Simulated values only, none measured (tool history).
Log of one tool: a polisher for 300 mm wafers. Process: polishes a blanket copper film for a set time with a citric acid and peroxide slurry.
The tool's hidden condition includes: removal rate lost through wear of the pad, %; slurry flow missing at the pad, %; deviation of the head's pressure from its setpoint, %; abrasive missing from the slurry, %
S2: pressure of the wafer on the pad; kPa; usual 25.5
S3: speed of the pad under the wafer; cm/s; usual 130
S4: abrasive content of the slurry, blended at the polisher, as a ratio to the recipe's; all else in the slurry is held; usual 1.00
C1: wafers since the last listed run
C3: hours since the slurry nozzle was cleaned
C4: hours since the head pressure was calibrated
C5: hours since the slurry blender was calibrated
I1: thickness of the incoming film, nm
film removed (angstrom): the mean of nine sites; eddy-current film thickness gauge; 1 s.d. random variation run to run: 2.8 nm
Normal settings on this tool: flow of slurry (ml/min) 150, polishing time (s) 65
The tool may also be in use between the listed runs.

{"run": 1, "hour": 0.0, "flow of slurry (ml/min)": 150, "S2": 25.5, "S3": 130, "S4": 1.0, "polishing time (s)": 65, "C1": 0, "wafers polished on this pad": 442, "C3": 147.5, "C4": 416.2, "C5": 40.9, "I1": 653.0, "film removed (angstrom)": 2715}
{"hour": 71.6, "done": "head pressure recalibrated"}
{"hour": 117.4, "done": "worn pad replaced by a new one"}
{"hour": 207.1, "done": "slurry blender recalibrated"}
{"run": 2, "hour": 207.7, "flow of slurry (ml/min)": 150, "S2": 25.5, "S3": 130, "S4": 1.0, "polishing time (s)": 65, "C1": 1760, "wafers polished on this pad": 778, "C3": 355.2, "C4": 136.1, "C5": 0.6, "I1": 662.8, "film removed (angstrom)": 2704}
{"hour": 250.6, "done": "worn pad replaced by a new one, of another model than before"}
{"run": 3, "hour": 262.5, "flow of slurry (ml/min)": 150, "S2": 25.5, "S3": 130, "S4": 1.0, "polishing time (s)": 65, "C1": 447, "wafers polished on this pad": 105, "C3": 410.0, "C4": 190.9, "C5": 55.4, "I1": 666.6, "film removed (angstrom)": 2750}
{"run": 4, "hour": 316.6, "flow of slurry (ml/min)": 150, "S2": 25.5, "S3": 130, "S4": 1.0, "polishing time (s)": 75, "C1": 476, "wafers polished on this pad": 582, "C3": 464.1, "C4": 245.0, "C5": 109.5, "I1": 668.8, "film removed (angstrom)": 3111}
{"run": 5, "hour": 345.9, "flow of slurry (ml/min)": 150, "S2": 25.5, "S3": 130, "S4": 1.0, "polishing time (s)": 75, "C1": 258, "wafers polished on this pad": 840, "C3": 493.4, "C4": 274.3, "C5": 138.8, "I1": 653.6, "film removed (angstrom)": 3054}
{"hour": 380.2, "done": "worn pad replaced by a new one"}
{"run": 6, "hour": 380.7, "flow of slurry (ml/min)": 150, "S2": 25.5, "S3": 130, "S4": 1.0, "polishing time (s)": 65, "C1": 271, "wafers polished on this pad": 4, "C3": 528.2, "C4": 309.1, "C5": 173.6, "I1": 658.9, "film removed (angstrom)": 2784}
{"hour": 414.7, "done": "slurry blender recalibrated"}
{"run": 7, "hour": 439.6, "flow of slurry (ml/min)": 150, "S2": 25.5, "S3": 130, "S4": 1.0, "polishing time (s)": 65, "C1": 501, "wafers polished on this pad": 505, "C3": 587.1, "C4": 368.0, "C5": 24.9, "I1": 653.0, "film removed (angstrom)": 2737}
{"hour": 474.9, "done": "head pressure recalibrated"}
{"run": 8, "hour": 498.5, "flow of slurry (ml/min)": 120, "S2": 25.5, "S3": 142, "S4": 1.25, "polishing time (s)": 85, "C1": 501, "wafers polished on this pad": 1007, "C3": 646.0, "C4": 23.6, "C5": 83.8, "I1": 662.1, "film removed (angstrom)": 3804}
{"run": 9, "hour": 532.7, "flow of slurry (ml/min)": 135, "S2": 28.3, "S3": 130, "S4": 1.0, "polishing time (s)": 65, "C1": 301, "wafers polished on this pad": 1309, "C3": 680.2, "C4": 57.8, "C5": 118.0, "I1": 670.1, "film removed (angstrom)": 2810}
{"hour": 540.7, "done": "worn pad replaced by a new one"}
{"hour": 579.6, "done": "slurry nozzle cleaned"}
{"run": 10, "hour": 591.0, "flow of slurry (ml/min)": 150, "S2": 25.5, "S3": 130, "S4": 1.0, "polishing time (s)": 65, "C1": 469, "wafers polished on this pad": 434, "C3": 11.4, "C4": 116.1, "C5": 176.3, "I1": 660.1, "film removed (angstrom)": 2716}
{"run": 11, "hour": 630.9, "flow of slurry (ml/min)": 195, "S2": 25.5, "S3": 130, "S4": 1.0, "polishing time (s)": 50, "C1": 351, "wafers polished on this pad": 786, "C3": 51.3, "C4": 156.0, "C5": 216.2, "I1": 670.6, "film removed (angstrom)": 2213}
{"run": 12, "hour": 663.0, "flow of slurry (ml/min)": 150, "S2": 25.5, "S3": 130, "S4": 0.7, "polishing time (s)": 77, "C1": 282, "wafers polished on this pad": 1069, "C3": 83.4, "C4": 188.1, "C5": 248.3, "I1": 658.3, "film removed (angstrom)": 2817}
{"hour": 666.8, "done": "slurry blender recalibrated"}
{"run": 13, "hour": 687.7, "flow of slurry (ml/min)": 150, "S2": 25.5, "S3": 142, "S4": 1.0, "polishing time (s)": 65, "C1": 200, "wafers polished on this pad": 1269, "C3": 108.1, "C4": 212.8, "C5": 20.9, "I1": 661.5, "film removed (angstrom)": 2892}
{"hour": 694.7, "done": "worn pad replaced by a new one"}
{"run": 14, "hour": 738.9, "flow of slurry (ml/min)": 150, "S2": 25.5, "S3": 148, "S4": 1.0, "polishing time (s)": 54, "C1": 416, "wafers polished on this pad": 389, "C3": 159.3, "C4": 264.0, "C5": 72.1, "I1": 659.3, "film removed (angstrom)": 2517}

Give the tool's hidden conditions for every run:
slurry flow missing at the pad, %: 0 at every run
deviation of the head's pressure from its setpoint, %: 0 at every run
abrasive missing from the slurry, %: 0 at every run
H1: removal rate lost through wear of the pad, %
run=1 H1=3.15
run=2 H1=3.56
run=3 H1=0.968
run=4 H1=3.14
run=5 H1=3.62
run=6 H1=0.0633
run=7 H1=2.92
run=8 H1=3.79
run=9 H1=3.98
run=10 H1=2.74
run=11 H1=3.57
run=12 H1=3.89
run=13 H1=4.02
run=14 H1=2.66
